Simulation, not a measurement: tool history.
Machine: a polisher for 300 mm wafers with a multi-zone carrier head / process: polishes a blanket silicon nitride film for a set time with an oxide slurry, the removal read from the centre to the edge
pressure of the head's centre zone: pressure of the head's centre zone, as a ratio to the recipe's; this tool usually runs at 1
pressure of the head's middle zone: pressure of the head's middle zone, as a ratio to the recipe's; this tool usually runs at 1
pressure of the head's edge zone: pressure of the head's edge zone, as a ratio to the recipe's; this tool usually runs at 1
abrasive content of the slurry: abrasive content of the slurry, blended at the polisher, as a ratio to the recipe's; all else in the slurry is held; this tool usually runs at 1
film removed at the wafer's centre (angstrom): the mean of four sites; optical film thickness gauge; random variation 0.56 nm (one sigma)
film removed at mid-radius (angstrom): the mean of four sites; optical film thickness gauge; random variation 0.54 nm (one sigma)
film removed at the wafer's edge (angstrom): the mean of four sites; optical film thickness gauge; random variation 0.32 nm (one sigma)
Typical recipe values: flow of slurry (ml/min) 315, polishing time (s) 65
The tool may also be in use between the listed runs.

run     day  flow of slurry (ml/min)  pressure of the head's centre zone  pressure of the head's middle zone  pressure of the head's edge zone  abrasive content of the slurry  polishing time (s)  wafers since the last listed run  wafers polished on this pad  hours since the slurry nozzle was cleaned  hours since the centre zone pressure was calibrated  hours since the edge zone pressure was calibrated  hours since the carrier head's membrane was replaced  incoming thickness of the incoming film, nm  film removed at the wafer's centre (angstrom)  film removed at mid-radius (angstrom)  film removed at the wafer's edge (angstrom)
  1       0                      295                                   1                                   1                              0.91                               1                  65                                 0                         1079                                      637.7                                                914.6                                              299.5                                                 983.3                                        454.5                                            393                                    394                                          372
      0.933  -- worn pad replaced by a new one
       2.45  -- edge zone pressure recalibrated
  2   2.471                      295                                   1                                   1                              0.91                               1                  65                               482                          315                                        697                                                973.9                                                0.5                                                1042.6                                        449.9                                            390                                    408                                          375
  3   4.358                      315                                   1                                   1                                 1                               1                  65                               409                          725                                      742.3                                               1019.2                                               45.8                                                1087.9                                        457.9                                            395                                    404                                          394
  4   5.896                      315                                   1                                0.93                                 1                               1                  65                               333                         1059                                      779.2                                               1056.1                                               82.7                                                1124.8                                        451.1                                            388                                    372                                          391
      6.554  -- worn pad replaced by a new one
  5   7.796                      315                                   1                                0.93                                 1                               1                  65                               376                          269                                      824.8                                               1101.7                                              128.3                                                1170.4                                          452                                            398                                    374                                          387
      8.846  -- slurry nozzle cleaned
  6   9.583                      315                                   1                                0.93                                 1                               1                  65                               379                          649                                       17.7                                               1144.6                                              171.2                                                1213.3                                        447.3                                            392                                    374                                          388
  7  10.688                      315                                   1                                   1                                 1                             1.1                  65                               239                          888                                       44.2                                               1171.1                                              197.7                                                1239.8                                        445.7                                            414                                    432                                          416
     11.025  -- centre zone pressure recalibrated
     12.412  -- worn pad replaced by a new one
  8  12.558                      315                                   1                                   1                                 1                             1.1                  65                               352                           31                                       89.1                                                 36.8                                              242.6                                                1284.7                                        450.2                                            408                                    419                                          406
  9  14.342                      315                                   1                                1.07                                 1                               1                  65                               387                          419                                      131.9                                                 79.6                                              285.4                                                1327.5                                        454.4                                            401                                    424                                          386
 10  16.112                      315                                   1                                   1                                 1                               1                  65                               384                          803                                      174.4                                                122.1                                              327.9                                                  1370                                        451.9                                            391                                    408                                          387
 11  18.233                      315                                   1                                   1                               1.1                            1.25                  65                               460                         1264                                      225.3                                                  173                                              378.8                                                1420.9                                        453.4                                            452                                    469                                          454

What does the tool deliver on the next run?
     18.658  -- worn pad replaced by a new one
     19.429  -- edge zone pressure recalibrated
     19.742  -- carrier head's membrane replaced by a new one
 12  20.758                      375                                   1                                0.95                                 1                               1                  65                               448                          392                                      285.9                                                233.6                                               31.9                                                  24.4                                        447.1                                              ?                                      ?                                            ?

{"run 12": {"film removed at the wafer's centre (angstrom)": 401, "film removed at mid-radius (angstrom)": 395, "film removed at the wafer's edge (angstrom)": 397}}
Without the tool's hidden state the same run would have given film removed at the wafer's centre (angstrom) 401, film removed at mid-radius (angstrom) 395, film removed at the wafer's edge (angstrom) 397.

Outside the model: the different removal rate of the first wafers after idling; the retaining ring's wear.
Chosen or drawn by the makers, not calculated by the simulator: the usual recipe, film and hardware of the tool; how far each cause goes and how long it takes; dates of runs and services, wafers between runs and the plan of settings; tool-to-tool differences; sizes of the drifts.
